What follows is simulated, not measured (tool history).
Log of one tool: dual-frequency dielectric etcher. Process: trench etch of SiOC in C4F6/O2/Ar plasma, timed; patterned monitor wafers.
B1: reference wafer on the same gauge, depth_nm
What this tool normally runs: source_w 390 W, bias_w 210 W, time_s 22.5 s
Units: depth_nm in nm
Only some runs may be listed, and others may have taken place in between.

{"run": 1, "hour": 0.0, "source_w": 450, "bias_w": 210, "time_s": 22.5, "B1": 50, "depth_nm": 54.55}
{"run": 2, "hour": 64.4, "source_w": 450, "bias_w": 210, "time_s": 22.5, "B1": 49.98, "depth_nm": 55.22}
{"hour": 104.1, "done": "wet clean of the chamber"}
{"run": 3, "hour": 117.0, "source_w": 460, "bias_w": 210, "time_s": 22.5, "B1": 50, "depth_nm": 55.02}
{"run": 4, "hour": 161.8, "source_w": 460, "bias_w": 210, "time_s": 22.5, "B1": 49.99, "depth_nm": 55.86}
{"hour": 167.0, "done": "gauge calibrated"}
{"run": 5, "hour": 232.9, "source_w": 460, "bias_w": 210, "time_s": 22.5, "B1": 51.04, "depth_nm": 56.92}
{"run": 6, "hour": 296.5, "source_w": 390, "bias_w": 210, "time_s": 22.5, "B1": 50.8, "depth_nm": 51.47}
{"hour": 323.7, "done": "bias power generator calibrated"}
{"run": 7, "hour": 339.5, "source_w": 390, "bias_w": 210, "time_s": 22.5, "B1": 50.52, "depth_nm": 51.01}
{"run": 8, "hour": 406.4, "source_w": 390, "bias_w": 210, "time_s": 22.5, "B1": 50.43, "depth_nm": 50.85}
{"hour": 436.8, "done": "wet clean of the chamber"}
{"run": 9, "hour": 442.7, "source_w": 350, "bias_w": 210, "time_s": 22.5, "B1": 50.3, "depth_nm": 47.5}
{"run": 10, "hour": 480.7, "source_w": 350, "bias_w": 210, "time_s": 22.5, "B1": 50.2, "depth_nm": 47.32}
{"hour": 495.5, "done": "source power generator calibrated"}
{"run": 11, "hour": 543.5, "source_w": 460, "bias_w": 242, "time_s": 25.5, "B1": 50.14, "depth_nm": 64.54}
{"run": 12, "hour": 585.7, "source_w": 320, "bias_w": 253, "time_s": 20.5, "B1": 50.17, "depth_nm": 42.25}
{"run": 13, "hour": 636.0, "source_w": 390, "bias_w": 210, "time_s": 22.5, "B1": 50.02, "depth_nm": 50.47}
{"run": 14, "hour": 751.3, "source_w": 320, "bias_w": 210, "time_s": 22.5, "B1": 49.95, "depth_nm": 44.14}
{"hour": 782.3, "done": "gauge calibrated"}
{"hour": 812.7, "done": "wet clean of the chamber"}
{"hour": 815.7, "done": "upper electrode replaced"}
{"run": 15, "hour": 816.3, "source_w": 320, "bias_w": 226, "time_s": 26, "B1": 51.17, "depth_nm": 53.28}
{"run": 16, "hour": 857.6, "source_w": 390, "bias_w": 210, "time_s": 22.5, "B1": 50.95, "depth_nm": 51.2}
{"run": 17, "hour": 884.8, "source_w": 430, "bias_w": 227, "time_s": 25, "B1": 50.71, "depth_nm": 61.15}
{"run": 18, "hour": 950.8, "source_w": 460, "bias_w": 185, "time_s": 16.5, "B1": 50.58, "depth_nm": 40.35}
{"run": 19, "hour": 991.7, "source_w": 350, "bias_w": 210, "time_s": 22.5, "B1": 50.37, "depth_nm": 47.72}
{"run": 20, "hour": 1021.0, "source_w": 350, "bias_w": 210, "time_s": 22.5, "B1": 50.2, "depth_nm": 47.36}

For some of the steps in depth_nm from one run to the next: how much would appear even if the tool had no hidden state, given the settings, what came in and random variation, and how much remains for the hidden state plus any gauge scatter that the measured result and the result without hidden state don't share?
The hidden state here: etch rate over this chamber's usual, %; source power that arrives over what is set, %; bias power that arrives over what is set, %; gauge reads high (%).
Run 4 -> 5: gauge calibrated. depth_nm +1.06 nm: hidden state +1.12, all else -0.06.
Run 11 -> 12: source_w 460 -> 320, bias_w 242 -> 253, time_s 25.5 -> 20.5. depth_nm -22.29 nm: hidden state +0.46, all else -22.75.
Run 14 -> 15: bias_w 210 -> 226, time_s 22.5 -> 26, gauge calibrated, wet clean of the chamber, upper electrode replaced. depth_nm +9.14 nm: hidden state +0.95, all else +8.19.
Run 17 -> 18: source_w 430 -> 460, bias_w 227 -> 185, time_s 25 -> 16.5. depth_nm -20.8 nm: hidden state +0.03, all else -20.83.
